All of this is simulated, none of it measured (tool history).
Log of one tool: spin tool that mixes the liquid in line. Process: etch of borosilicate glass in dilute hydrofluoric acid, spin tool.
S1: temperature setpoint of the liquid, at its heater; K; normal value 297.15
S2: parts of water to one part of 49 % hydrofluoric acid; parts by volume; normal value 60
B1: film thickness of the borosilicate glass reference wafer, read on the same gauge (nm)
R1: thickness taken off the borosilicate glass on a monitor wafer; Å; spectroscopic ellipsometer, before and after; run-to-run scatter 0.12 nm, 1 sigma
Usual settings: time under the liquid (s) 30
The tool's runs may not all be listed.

Run 1, hour 0.0: usual settings; B1 120.01. Result: R1 155.2 Å.
Run 2, hour 6.1: usual settings; B1 120.03. Result: R1 156.7 Å.
Run 3, hour 23.5: usual settings; B1 119.99. Result: R1 154.9 Å.
At hour 25.7: gauge calibrated.
Run 4, hour 35.6: usual settings; B1 120.00. Result: R1 157.0 Å.
Run 5, hour 48.0: usual settings; B1 120.01. Result: R1 154.7 Å.
Run 6, hour 57.3: usual settings; B1 120.01. Result: R1 151.8 Å.
Run 7, hour 71.5: usual settings but S2 35 parts by volume; B1 120.00. Result: R1 277.2 Å.
At hour 79.3: thermometer replaced.
Run 8, hour 81.8: usual settings but S2 35 parts by volume; B1 119.99. Result: R1 273.8 Å.
Run 9, hour 113.2: usual settings; B1 119.98. Result: R1 153.3 Å.
Run 10, hour 126.7: usual settings but S2 50 parts by volume; B1 120.00. Result: R1 185.6 Å.
Run 11, hour 142.7: usual settings but S1 294.15 K, S2 75 parts by volume, time under the liquid (s) 45; B1 119.97. Result: R1 158.5 Å.
Run 12, hour 159.7: usual settings but S1 295.15 K, S2 45 parts by volume; B1 119.98. Result: R1 190.9 Å.
At hour 163.5: gauge calibrated.
Run 13, hour 170.9: usual settings but S1 299.65 K, S2 90 parts by volume; B1 120.00. Result: R1 108.1 Å.
Run 14, hour 187.4: usual settings but S2 50 parts by volume, time under the liquid (s) 35; B1 120.00. Result: R1 214.4 Å.
At hour 201.1: hydrofluoric acid flow meter replaced.
Run 15, hour 201.6: usual settings but S1 292.15 K, S2 45 parts by volume, time under the liquid (s) 15; B1 120.03. Result: R1 95.9 Å.
Run 16, hour 214.0: usual settings but S2 80 parts by volume, time under the liquid (s) 45; B1 119.95. Result: R1 189.3 Å.
Run 17, hour 248.1: usual settings; B1 120.00. Result: R1 171.5 Å.

Estimate the outcome of run 18 from the log above:
Run 18, hour 254.8: usual settings; B1 ?. Result: R1 ?.

{"run 18": {"B1": 120.02, "R1": 171.0}}
Were there no unlogged condition in the tool, this run, its random variation unchanged, would have produced R1 175.0 Å.
